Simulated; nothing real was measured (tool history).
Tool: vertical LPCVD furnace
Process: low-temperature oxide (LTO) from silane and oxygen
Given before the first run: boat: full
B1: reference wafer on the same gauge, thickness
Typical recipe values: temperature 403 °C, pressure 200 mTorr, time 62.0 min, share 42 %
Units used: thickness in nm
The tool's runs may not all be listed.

run 1 hour=0.0 | temperature=403 pressure=200 time=67.0 share=42 | B1=674.56 | thickness=637.62
run 2 hour=19.7 | temperature=403 pressure=200 time=67.0 share=42 | B1=675.75 | thickness=637.69
run 3 hour=54.2 | temperature=403 pressure=200 time=62.0 share=42 | B1=676.90 | thickness=588.26
run 4 hour=77.6 | temperature=403 pressure=200 time=62.0 share=42 | B1=676.85 | thickness=594.57
run 5 hour=97.4 | temperature=412 pressure=200 time=62.0 share=42 | B1=676.92 | thickness=646.51
run 6 hour=116.7 | temperature=403 pressure=200 time=46.0 share=42 | B1=677.25 | thickness=440.14
run 7 hour=152.4 | temperature=403 pressure=200 time=46.0 share=42 | B1=677.99 | thickness=438.90
run 8 hour=191.4 | temperature=403 pressure=200 time=46.0 share=42 | B1=677.94 | thickness=442.11
run 9 hour=217.3 | temperature=403 pressure=200 time=53.5 share=47 | B1=679.13 | thickness=570.59
run 10 hour=252.4 | temperature=403 pressure=200 time=62.0 share=42 | B1=677.11 | thickness=594.84
run 11 hour=268.1 | temperature=403 pressure=200 time=62.0 share=42 | B1=677.91 | thickness=588.74
run 12 hour=285.8 | temperature=403 pressure=200 time=62.0 share=42 | B1=677.57 | thickness=590.43
-- hour=325.8 thermocouples replaced and temperature profile calibrated
run 13 hour=326.3 | temperature=403 pressure=200 time=62.0 share=42 | B1=678.29 | thickness=591.43
run 14 hour=334.9 | temperature=394 pressure=175 time=86.0 share=37 | B1=678.41 | thickness=559.97
run 15 hour=350.7 | temperature=403 pressure=235 time=62.0 share=42 | B1=678.16 | thickness=701.14

Forecast run 16:
-- hour=376.6 gauge calibrated
run 16 hour=383.4 | temperature=403 pressure=185 time=62.0 share=39 | B1=? | thickness=?

B1: 663.45
thickness: 489.39 nm
Minus the tool's unlogged condition, the same run would have read thickness 490.10 nm.
